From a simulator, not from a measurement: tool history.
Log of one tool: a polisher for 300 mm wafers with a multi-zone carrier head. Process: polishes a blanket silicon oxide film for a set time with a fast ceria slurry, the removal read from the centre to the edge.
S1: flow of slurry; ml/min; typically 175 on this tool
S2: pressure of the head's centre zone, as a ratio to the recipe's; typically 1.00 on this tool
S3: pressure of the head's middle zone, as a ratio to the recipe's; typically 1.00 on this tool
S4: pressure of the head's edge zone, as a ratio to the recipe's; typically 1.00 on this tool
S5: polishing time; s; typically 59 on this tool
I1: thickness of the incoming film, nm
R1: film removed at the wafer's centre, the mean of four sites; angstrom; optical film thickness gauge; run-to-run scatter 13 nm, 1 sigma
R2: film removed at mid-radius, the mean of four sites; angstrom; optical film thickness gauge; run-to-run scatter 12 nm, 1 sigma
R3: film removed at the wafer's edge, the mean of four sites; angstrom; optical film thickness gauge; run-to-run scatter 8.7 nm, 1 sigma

{"run": 1, "hour": 0.0, "S1": 175, "S2": 1.0, "S3": 1.0, "S4": 1.0, "S5": 59, "I1": 2298.9, "R1": 9231, "R2": 9399, "R3": 9177}
{"run": 2, "hour": 43.4, "S1": 175, "S2": 1.0, "S3": 1.0, "S4": 1.0, "S5": 59, "I1": 2239.8, "R1": 9130, "R2": 9252, "R3": 8999}
{"hour": 63.9, "done": "worn pad replaced by a new one"}
{"hour": 77.8, "done": "carrier head's membrane replaced by a new one"}
{"hour": 94.2, "done": "slurry nozzle cleaned"}
{"run": 3, "hour": 137.7, "S1": 175, "S2": 1.0, "S3": 1.0, "S4": 1.0, "S5": 59, "I1": 2268.3, "R1": 9181, "R2": 9175, "R3": 9150}
{"run": 4, "hour": 227.2, "S1": 175, "S2": 1.0, "S3": 1.0, "S4": 1.0, "S5": 48, "I1": 2273.8, "R1": 7399, "R2": 7492, "R3": 7421}
{"run": 5, "hour": 277.6, "S1": 175, "S2": 1.0, "S3": 1.0, "S4": 1.0, "S5": 48, "I1": 2248.0, "R1": 7537, "R2": 7585, "R3": 7515}
{"hour": 385.9, "done": "centre zone pressure recalibrated"}
{"run": 6, "hour": 406.4, "S1": 175, "S2": 1.0, "S3": 1.0, "S4": 1.0, "S5": 48, "I1": 2317.7, "R1": 7399, "R2": 7534, "R3": 7533}
{"run": 7, "hour": 484.8, "S1": 175, "S2": 1.0, "S3": 1.0, "S4": 1.0, "S5": 59, "I1": 2263.1, "R1": 9323, "R2": 9445, "R3": 9275}
{"hour": 490.7, "done": "worn pad replaced by a new one"}
{"hour": 578.8, "done": "carrier head's membrane replaced by a new one"}
{"run": 8, "hour": 589.9, "S1": 175, "S2": 1.0, "S3": 1.0, "S4": 1.0, "S5": 59, "I1": 2238.8, "R1": 9238, "R2": 9513, "R3": 9192}
{"run": 9, "hour": 680.7, "S1": 175, "S2": 1.0, "S3": 1.0, "S4": 1.0, "S5": 59, "I1": 2285.9, "R1": 9010, "R2": 9405, "R3": 8983}
{"hour": 805.4, "done": "edge zone pressure recalibrated"}
{"hour": 838.0, "done": "slurry nozzle cleaned"}
{"run": 10, "hour": 911.9, "S1": 175, "S2": 1.0, "S3": 1.0, "S4": 1.07, "S5": 64, "I1": 2287.7, "R1": 9747, "R2": 9864, "R3": 10224}
{"hour": 921.3, "done": "worn pad replaced by a new one"}
{"run": 11, "hour": 955.8, "S1": 175, "S2": 1.0, "S3": 1.0, "S4": 1.0, "S5": 59, "I1": 2258.1, "R1": 9113, "R2": 9177, "R3": 9115}
{"run": 12, "hour": 1058.8, "S1": 175, "S2": 1.0, "S3": 1.0, "S4": 1.0, "S5": 59, "I1": 2307.8, "R1": 9148, "R2": 9369, "R3": 9275}
{"hour": 1097.7, "done": "carrier head's membrane replaced by a new one"}
{"run": 13, "hour": 1100.0, "S1": 225, "S2": 0.91, "S3": 1.0, "S4": 1.08, "S5": 64, "I1": 2257.6, "R1": 9391, "R2": 10608, "R3": 10652}
{"run": 14, "hour": 1204.3, "S1": 175, "S2": 1.0, "S3": 0.91, "S4": 1.07, "S5": 59, "I1": 2265.2, "R1": 9207, "R2": 8535, "R3": 9568}
{"run": 15, "hour": 1294.8, "S1": 200, "S2": 1.0, "S3": 1.07, "S4": 0.94, "S5": 53, "I1": 2302.8, "R1": 8550, "R2": 9228, "R3": 8018}
{"hour": 1344.8, "done": "worn pad replaced by a new one"}
{"run": 16, "hour": 1375.8, "S1": 225, "S2": 0.88, "S3": 0.92, "S4": 0.92, "S5": 59, "I1": 2298.5, "R1": 8430, "R2": 8977, "R3": 9076}
{"run": 17, "hour": 1471.6, "S1": 175, "S2": 1.0, "S3": 1.0, "S4": 1.0, "S5": 48, "I1": 2303.8, "R1": 7549, "R2": 7564, "R3": 7553}
{"run": 18, "hour": 1537.5, "S1": 120, "S2": 1.0, "S3": 1.0, "S4": 0.92, "S5": 72, "I1": 2261.7, "R1": 10446, "R2": 10407, "R3": 10030}
{"hour": 1564.5, "done": "carrier head's membrane replaced by a new one"}
{"hour": 1568.0, "done": "centre zone pressure recalibrated"}
{"run": 19, "hour": 1608.3, "S1": 175, "S2": 1.0, "S3": 1.0, "S4": 1.07, "S5": 64, "I1": 2269.7, "R1": 9841, "R2": 10080, "R3": 10388}
{"hour": 1660.3, "done": "slurry nozzle cleaned"}
{"run": 20, "hour": 1698.4, "S1": 175, "S2": 1.0, "S3": 0.9, "S4": 1.07, "S5": 47, "I1": 2236.4, "R1": 7273, "R2": 6803, "R3": 7520}
{"hour": 1789.0, "done": "worn pad replaced by a new one"}
{"run": 21, "hour": 1877.9, "S1": 155, "S2": 1.0, "S3": 1.0, "S4": 1.0, "S5": 59, "I1": 2266.2, "R1": 9063, "R2": 9200, "R3": 9066}
{"run": 22, "hour": 1952.4, "S1": 215, "S2": 1.0, "S3": 0.93, "S4": 0.91, "S5": 41, "I1": 2229.4, "R1": 6723, "R2": 6402, "R3": 6333}
{"run": 23, "hour": 2053.2, "S1": 175, "S2": 1.0, "S3": 1.0, "S4": 1.0, "S5": 59, "I1": 2284.4, "R1": 8969, "R2": 9450, "R3": 9052}

Hidden state, per run?
removal rate lost through wear of the pad, %: 0, the same for each run
slurry flow missing at the pad, %: 0, the same for each run
deviation of the centre zone's pressure from its setpoint, %: 0, the same for each run
deviation of the edge zone's pressure from its setpoint, %: 0, the same for each run

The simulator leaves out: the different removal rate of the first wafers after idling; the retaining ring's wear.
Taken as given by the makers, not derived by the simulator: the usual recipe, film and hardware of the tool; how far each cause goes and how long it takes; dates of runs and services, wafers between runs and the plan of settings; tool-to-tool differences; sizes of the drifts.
